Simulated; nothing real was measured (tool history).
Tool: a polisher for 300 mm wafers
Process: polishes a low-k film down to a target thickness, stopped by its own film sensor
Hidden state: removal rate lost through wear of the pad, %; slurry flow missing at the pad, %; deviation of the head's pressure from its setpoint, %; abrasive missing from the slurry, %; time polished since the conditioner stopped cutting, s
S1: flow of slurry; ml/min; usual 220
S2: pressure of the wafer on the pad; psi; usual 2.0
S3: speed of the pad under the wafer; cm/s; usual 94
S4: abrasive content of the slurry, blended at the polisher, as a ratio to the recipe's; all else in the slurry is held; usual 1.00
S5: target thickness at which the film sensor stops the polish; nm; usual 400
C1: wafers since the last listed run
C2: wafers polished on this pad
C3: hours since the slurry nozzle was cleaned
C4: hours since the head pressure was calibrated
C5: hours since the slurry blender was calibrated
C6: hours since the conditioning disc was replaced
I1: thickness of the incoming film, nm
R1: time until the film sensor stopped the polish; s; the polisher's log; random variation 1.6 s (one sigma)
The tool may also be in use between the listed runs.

| run | hour | S1 | S2 | S3 | S4 | S5 | C1 | C2 | C3 | C4 | C5 | C6 | I1 | R1 |
|---|---|---|---|---|---|---|---|---|---|---|---|---|---|---|
| 1 | 0.0 | 220 | 2.0 | 94 | 1.00 | 400 | 0 | 1250 | 314.3 | 1396.1 | 29.5 | 162.2 | 453.0 | 156.9 |
|  | 0.9 | worn pad replaced by a new one |
| 2 | 23.1 | 220 | 2.0 | 94 | 1.00 | 414 | 161 | 161 | 337.4 | 1419.2 | 52.6 | 185.3 | 446.4 | 96.4 |
| 3 | 48.7 | 220 | 2.0 | 94 | 1.00 | 414 | 186 | 347 | 363.0 | 1444.8 | 78.2 | 210.9 | 455.6 | 129.4 |
| 4 | 68.2 | 220 | 2.0 | 94 | 1.00 | 414 | 141 | 488 | 382.5 | 1464.3 | 97.7 | 230.4 | 448.8 | 107.5 |
| 5 | 80.6 | 220 | 2.0 | 94 | 1.00 | 400 | 90 | 578 | 394.9 | 1476.7 | 110.1 | 242.8 | 449.2 | 158.2 |
| 6 | 97.1 | 220 | 2.0 | 94 | 1.00 | 400 | 119 | 698 | 411.4 | 1493.2 | 126.6 | 259.3 | 447.6 | 155.2 |
| 7 | 115.5 | 220 | 1.5 | 94 | 1.00 | 400 | 133 | 832 | 429.8 | 1511.6 | 145.0 | 277.7 | 449.4 | 210.2 |
| 8 | 130.2 | 220 | 1.5 | 94 | 1.00 | 400 | 106 | 939 | 444.5 | 1526.3 | 159.7 | 292.4 | 445.0 | 193.5 |
|  | 145.1 | slurry nozzle cleaned |
|  | 160.3 | head pressure recalibrated |
|  | 163.9 | worn pad replaced by a new one |
|  | 165.8 | slurry blender recalibrated |
| 9 | 166.3 | 180 | 2.0 | 124 | 0.80 | 400 | 200 | 3 | 21.2 | 6.0 | 0.5 | 328.5 | 455.8 | 160.6 |
| 10 | 191.8 | 180 | 2.0 | 94 | 0.80 | 405 | 185 | 188 | 46.7 | 31.5 | 26.0 | 354.0 | 444.9 | 140.8 |
| 11 | 281.5 | 220 | 2.5 | 94 | 1.00 | 389 | 651 | 840 | 136.4 | 121.2 | 115.7 | 443.7 | 451.7 | 166.1 |
|  | 289.0 | conditioning disc replaced and pad reconditioned |
| 12 | 300.7 | 220 | 2.0 | 76 | 1.00 | 400 | 125 | 965 | 155.6 | 140.4 | 134.9 | 11.7 | 446.6 | 164.9 |
|  | 332.9 | slurry blender recalibrated |
| 13 | 335.4 | 220 | 2.5 | 94 | 1.00 | 389 | 237 | 1203 | 190.3 | 175.1 | 2.5 | 46.4 | 449.3 | 137.8 |
|  | 340.4 | worn pad replaced by a new one |
| 14 | 363.1 | 260 | 2.0 | 76 | 1.00 | 400 | 172 | 164 | 218.0 | 202.8 | 30.2 | 74.1 | 453.5 | 171.6 |
| 15 | 390.0 | 220 | 2.5 | 94 | 1.00 | 389 | 195 | 360 | 244.9 | 229.7 | 57.1 | 101.0 | 449.9 | 147.9 |
| 16 | 455.4 | 160 | 2.0 | 70 | 1.00 | 400 | 475 | 835 | 310.3 | 295.1 | 122.5 | 166.4 | 449.0 | 202.9 |
| 17 | 479.0 | 220 | 2.0 | 94 | 1.00 | 400 | 171 | 1007 | 333.9 | 318.7 | 146.1 | 190.0 | 450.0 | 159.5 |

5 ways to go on from here, each from the tool as it stands after run 17. What would each give?
| A | 479.5 | 220 | 2.0 | 94 | 1.00 | 400 | 3 | 1010 | 334.4 | 319.2 | 146.6 | 190.5 | 450.7 | ? |
| B | 479.5 | 190 | 1.6 | 112 | 0.85 | 400 | 3 | 1010 | 334.4 | 319.2 | 146.6 | 190.5 | 450.7 | ? |
| C | 479.5 | 220 | 1.3 | 94 | 0.80 | 400 | 3 | 1010 | 334.4 | 319.2 | 146.6 | 190.5 | 450.7 | ? |
| D | 479.5 | 220 | 2.0 | 94 | 1.00 | 407 | 3 | 1010 | 334.4 | 319.2 | 146.6 | 190.5 | 450.7 | ? |
| E | 479.5 | 220 | 2.4 | 94 | 1.20 | 400 | 3 | 1010 | 334.4 | 319.2 | 146.6 | 190.5 | 450.7 | ? |

| run | R1 |
|---|---|
| A | 164.2 |
| B | 199.5 |
| C | 274.7 |
| D | 141.6 |
| E | 126.1 |
Without the tool's hidden state the same runs would have given:
| run | R1 |
|---|---|
| A | 128.1 |
| B | 153.3 |
| C | 214.7 |
| D | 110.4 |
| E | 98.7 |
